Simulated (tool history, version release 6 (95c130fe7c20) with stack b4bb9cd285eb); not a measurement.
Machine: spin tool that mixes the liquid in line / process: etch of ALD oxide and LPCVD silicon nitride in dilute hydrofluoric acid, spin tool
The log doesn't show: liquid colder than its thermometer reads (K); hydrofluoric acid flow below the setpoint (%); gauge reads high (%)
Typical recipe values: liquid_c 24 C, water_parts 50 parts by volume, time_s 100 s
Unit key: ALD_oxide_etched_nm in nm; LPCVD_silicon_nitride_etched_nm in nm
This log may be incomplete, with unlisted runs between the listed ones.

run     day  liquid_c  water_parts  time_s  wafers since the last listed run  hours since the thermometer was replaced  hours since the hydrofluoric acid flow meter was replaced  hours since the gauge calibration  read-back film thickness of the ALD oxide reference wafer, read on the same gauge (nm)  read-back film thickness of the LPCVD silicon nitride reference wafer, read on the same gauge (nm)  ALD_oxide_etched_nm  LPCVD_silicon_nitride_etched_nm
  1       0        24           50     100                                 0                                    1095.5                                                     1316.3                              109.7                                                                                  129.98                                                                                              39.963                 39.5                            0.921
  2   1.408        24           50     100                               258                                    1129.3                                                     1350.1                              143.5                                                                                  129.97                                                                                              40.011                39.72                            0.906
  3   2.908        24           50     100                               275                                    1165.3                                                     1386.1                              179.5                                                                                  129.99                                                                                              39.987                 39.4                            0.936
  4   4.458        24           50     100                               284                                    1202.5                                                     1423.3                              216.7                                                                                     130                                                                                              40.016                39.37                            0.879
  5   6.533        24           50     100                               381                                    1252.3                                                     1473.1                              266.5                                                                                  130.03                                                                                              40.005                39.67                            0.911
  6   7.938        24           50     100                               257                                      1286                                                     1506.8                              300.2                                                                                  129.98                                                                                              39.997                39.44                            0.881
  7   9.354        24           50     100                               260                                      1320                                                     1540.8                              334.2                                                                                  129.99                                                                                              39.995                39.36                            0.875
  8  11.983        24           50     100                               482                                    1383.1                                                     1603.9                              397.3                                                                                  130.02                                                                                              39.991                39.22                            0.922
  9   13.25        24           50     100                               232                                    1413.5                                                     1634.3                              427.7                                                                                  129.97                                                                                              40.019                38.99                             0.91
 10  15.567        24           50     100                               425                                    1469.1                                                     1689.9                              483.3                                                                                  130.02                                                                                              40.016                39.16                            0.932
 11  16.975        24           50      85                               258                                    1502.9                                                     1723.7                              517.1                                                                                  129.97                                                                                              40.004                 33.3                            0.745
     17.558  -- hydrofluoric acid flow meter replaced
 12  19.421        24           50     125                               441                                    1561.6                                                       44.7                              575.8                                                                                  130.06                                                                                              40.003                50.47                            1.231
     19.688  -- thermometer replaced
 13  21.892      19.5           30     100                               446                                      52.9                                                        104                              635.1                                                                                     130                                                                                              39.972                57.29                            1.057
 14  23.525        24           50     100                               299                                      92.1                                                      143.2                              674.3                                                                                     130                                                                                              40.033                40.78                            0.971
 15  28.729        24           50     100                               955                                       217                                                      268.1                              799.2                                                                                  130.03                                                                                              39.982                40.28                            0.969
 16  30.162      19.5           40      65                               263                                     251.4                                                      302.5                              833.6                                                                                  130.01                                                                                              40.029                27.45                            0.582
      34.25  -- gauge calibrated
 17  38.212        22           50     100                              1478                                     444.6                                                      495.7                               95.1                                                                                     130                                                                                              40.056                37.11                            0.847
 18  40.846        24           70     155                               483                                     507.8                                                      558.9                              158.3                                                                                  129.99                                                                                               39.98                43.42                            1.059
 19  48.379        24           50     125                              1383                                     688.6                                                      739.7                              339.1                                                                                  129.99                                                                                              40.003                50.06                            1.186
 20  51.208        28           50     150                               519                                     756.5                                                      807.6                                407                                                                                  130.02                                                                                              39.998                70.55                            1.802
 21  53.208        28           35      80                               367                                     804.5                                                      855.6                                455                                                                                  130.03                                                                                              40.009                55.17                            1.332
 22  54.746      19.5           50     100                               282                                     841.4                                                      892.5                              491.9                                                                                  129.97                                                                                              40.016                32.97                            0.715

4 options for the next run, each taken on its own from the tool as it stands now. Forecast them:
  A  54.762      27.5           50     100                                 3                                     841.8                                                      892.9                              492.3                                                                                       ?                                                                                                   ?                    ?                                ?
  B  54.762        24           50      60                                 3                                     841.8                                                      892.9                              492.3                                                                                       ?                                                                                                   ?                    ?                                ?
  C  54.762      21.5           50     100                                 3                                     841.8                                                      892.9                              492.3                                                                                       ?                                                                                                   ?                    ?                                ?
  D  54.762      28.5           25      60                                 3                                     841.8                                                      892.9                              492.3                                                                                       ?                                                                                                   ?                    ?                                ?

run  read-back film thickness of the ALD oxide reference wafer, read on the same gauge (nm)  read-back film thickness of the LPCVD silicon nitride reference wafer, read on the same gauge (nm)  ALD_oxide_etched_nm  LPCVD_silicon_nitride_etched_nm
  A                                                                                  129.97                                                                                              39.982                45.91                            1.182
  B                                                                                  129.97                                                                                              39.982                 23.9                            0.562
  C                                                                                  129.97                                                                                              39.982                35.91                             0.79
  D                                                                                  129.97                                                                                              39.982                59.58                             1.49
Without the tool's unlogged condition, the same runs would have read:
run  ALD_oxide_etched_nm  LPCVD_silicon_nitride_etched_nm
  A                46.77                            1.202
  B                24.34                            0.571
  C                36.57                            0.803
  D                60.65                            1.515

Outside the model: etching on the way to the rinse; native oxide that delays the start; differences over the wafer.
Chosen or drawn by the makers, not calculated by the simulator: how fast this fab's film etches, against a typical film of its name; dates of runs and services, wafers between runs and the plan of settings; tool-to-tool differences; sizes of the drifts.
